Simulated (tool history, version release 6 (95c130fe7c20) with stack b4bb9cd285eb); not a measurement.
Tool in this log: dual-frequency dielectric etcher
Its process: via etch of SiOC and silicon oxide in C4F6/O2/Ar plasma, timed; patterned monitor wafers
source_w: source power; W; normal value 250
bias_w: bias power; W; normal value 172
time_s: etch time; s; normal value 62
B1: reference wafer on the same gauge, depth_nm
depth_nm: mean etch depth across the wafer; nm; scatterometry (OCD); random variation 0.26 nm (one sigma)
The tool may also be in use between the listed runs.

run 1 hour=0 | source_w=250 bias_w=172 time_s=62 | B1=43.8 | depth_nm=52.6
run 2 hour=17.4 | source_w=250 bias_w=172 time_s=62 | B1=43.7 | depth_nm=52.5
run 3 hour=34.8 | source_w=250 bias_w=172 time_s=62 | B1=43.8 | depth_nm=52.9
run 4 hour=56.4 | source_w=250 bias_w=181 time_s=62 | B1=43.9 | depth_nm=53.3
run 5 hour=87 | source_w=250 bias_w=181 time_s=62 | B1=43.8 | depth_nm=54.3
run 6 hour=102.4 | source_w=280 bias_w=172 time_s=62 | B1=43.8 | depth_nm=55
run 7 hour=138.3 | source_w=250 bias_w=205 time_s=62 | B1=43.7 | depth_nm=56.9
run 8 hour=152.7 | source_w=230 bias_w=145 time_s=70.5 | B1=43.8 | depth_nm=56.1
run 9 hour=171.6 | source_w=200 bias_w=172 time_s=73.5 | B1=43.9 | depth_nm=59.8
-- hour=212.8 gauge calibrated
run 10 hour=244.1 | source_w=250 bias_w=194 time_s=52 | B1=43.7 | depth_nm=47.2
run 11 hour=267.6 | source_w=190 bias_w=172 time_s=62 | B1=43.8 | depth_nm=50.3
-- hour=298.1 source power generator calibrated
-- hour=309.8 wet clean of the chamber
run 12 hour=310.3 | source_w=250 bias_w=172 time_s=62 | B1=43.8 | depth_nm=52.2
run 13 hour=324.6 | source_w=220 bias_w=133 time_s=62 | B1=43.9 | depth_nm=46.3
run 14 hour=338.7 | source_w=250 bias_w=172 time_s=62 | B1=43.8 | depth_nm=52.3
run 15 hour=364.2 | source_w=290 bias_w=188 time_s=50 | B1=43.8 | depth_nm=45.6
run 16 hour=392.7 | source_w=250 bias_w=172 time_s=80 | B1=43.8 | depth_nm=67.9
run 17 hour=418.5 | source_w=250 bias_w=172 time_s=62 | B1=43.8 | depth_nm=52.8
run 18 hour=435.4 | source_w=250 bias_w=172 time_s=69 | B1=43.8 | depth_nm=58.8
run 19 hour=463.6 | source_w=230 bias_w=157 time_s=67.5 | B1=43.8 | depth_nm=54.4
run 20 hour=482.9 | source_w=250 bias_w=172 time_s=62 | B1=43.8 | depth_nm=53.5
run 21 hour=506.9 | source_w=270 bias_w=139 time_s=62 | B1=43.7 | depth_nm=50.1
run 22 hour=533.1 | source_w=210 bias_w=143 time_s=49 | B1=43.8 | depth_nm=37.8
run 23 hour=561.2 | source_w=250 bias_w=172 time_s=74.5 | B1=43.8 | depth_nm=64.7
run 24 hour=587.6 | source_w=290 bias_w=172 time_s=62 | B1=43.8 | depth_nm=55.9
run 25 hour=608.8 | source_w=230 bias_w=155 time_s=48 | B1=43.9 | depth_nm=39
run 26 hour=636.7 | source_w=250 bias_w=172 time_s=62 | B1=43.9 | depth_nm=54.1
run 27 hour=654.9 | source_w=280 bias_w=192 time_s=62 | B1=43.8 | depth_nm=57.7

Forecast run 28:
run 28 hour=669.1 | source_w=290 bias_w=187 time_s=77.5 | B1=? | depth_nm=?

B1: 43.8
depth_nm: 72.6 nm
With the hidden condition absent and the run-to-run variation left alone, this run would have shown depth_nm 69.9 nm.
